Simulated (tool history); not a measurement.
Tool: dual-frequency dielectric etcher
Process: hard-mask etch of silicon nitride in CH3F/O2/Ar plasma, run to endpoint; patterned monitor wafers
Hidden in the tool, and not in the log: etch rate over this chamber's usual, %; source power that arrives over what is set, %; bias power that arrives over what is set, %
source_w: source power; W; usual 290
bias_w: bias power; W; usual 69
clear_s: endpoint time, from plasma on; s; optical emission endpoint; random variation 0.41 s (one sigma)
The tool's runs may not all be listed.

run	hour	source_w	bias_w	wafers since the last listed run	hours since the last wet clean	hours since the last source power generator calibration	hours since the last bias power generator calibration	hours since the last upper electrode change	incoming incoming film thickness, nm	clear_s
1	0	290	69	0	223.3	3326	3506.2	2569.9	43.5	69.8
2	9.4	290	69	130	232.7	3335.4	3515.6	2579.3	43.13	69.7
3	15.5	240	69	84	238.8	3341.5	3521.7	2585.4	43.28	78.9
4	33.1	240	69	243	256.4	3359.1	3539.3	2603	43.44	80.2
5	46.2	290	69	181	269.5	3372.2	3552.4	2616.1	42.91	69.1
6	61.2	290	55	207	284.5	3387.2	3567.4	2631.1	42.65	78.1
7	67.8	290	69	91	291.1	3393.8	3574	2637.7	43.79	70.4
8	74.2	290	69	88	297.5	3400.2	3580.4	2644.1	43.44	69.9
9	82.1	290	69	109	305.4	3408.1	3588.3	2652	43.59	70.1
# hour 105: source power generator calibrated
10	105.5	250	69	268	328.8	0.5	3611.7	2675.4	43.13	76
11	115.1	250	69	132	338.4	10.1	3621.3	2685	43.21	76.7
12	125.1	250	69	138	348.4	20.1	3631.3	2695	43.13	76.1
# hour 151.6: bias power generator calibrated
# hour 160: upper electrode replaced, of another model than before
13	160.5	360	64	318	383.8	55.5	8.9	0.5	43	67.7
14	160.8	290	69	4	384.1	55.8	9.2	0.8	43.6	69.1
15	167.3	260	61	89	390.6	62.3	15.7	7.3	43.52	81.4
16	182.4	330	55	208	405.7	77.4	30.8	22.4	43.21	81.9
17	198.7	290	54	225	422	93.7	47.1	38.7	42.83	87.5
# hour 226: wet clean of the chamber
18	226.5	330	52	52	0.5	121.5	74.9	66.5	43.1	91.9
19	226.9	290	61	5	0.9	121.9	75.3	66.9	43.15	80.8
20	239.7	250	76	177	13.7	134.7	88.1	79.7	43.68	72.2
21	250.7	260	69	152	24.7	145.7	99.1	90.7	43.24	75.6
22	259.9	360	54	127	33.9	154.9	108.3	99.9	43.42	84.5
23	276.3	310	56	226	50.3	171.3	124.7	116.3	42.6	85.8
24	285.8	290	69	131	59.8	180.8	134.2	125.8	43.18	71.6

How the hidden state differs across the entries between the runs, from the last listed run before each to the first after it:
Between runs 9 and 10: source power generator calibrated (hour 105)
  etch rate over this chamber's usual, %: 4.7 -> 4.94
  measured less the result without the state, clear_s: -3.3 -> -3.8 s
Between runs 12 and 13: bias power generator calibrated (hour 151.6); upper electrode replaced, of another model than before (hour 160)
  etch rate over this chamber's usual, %: 5.14 -> 5.5
  measured less the result without the state, clear_s: -3.9 -> -3.7 s
Between runs 17 and 18: wet clean of the chamber (hour 226)
  etch rate over this chamber's usual, %: 5.89 -> 0.593
  measured less the result without the state, clear_s: -5.2 -> -0.6 s

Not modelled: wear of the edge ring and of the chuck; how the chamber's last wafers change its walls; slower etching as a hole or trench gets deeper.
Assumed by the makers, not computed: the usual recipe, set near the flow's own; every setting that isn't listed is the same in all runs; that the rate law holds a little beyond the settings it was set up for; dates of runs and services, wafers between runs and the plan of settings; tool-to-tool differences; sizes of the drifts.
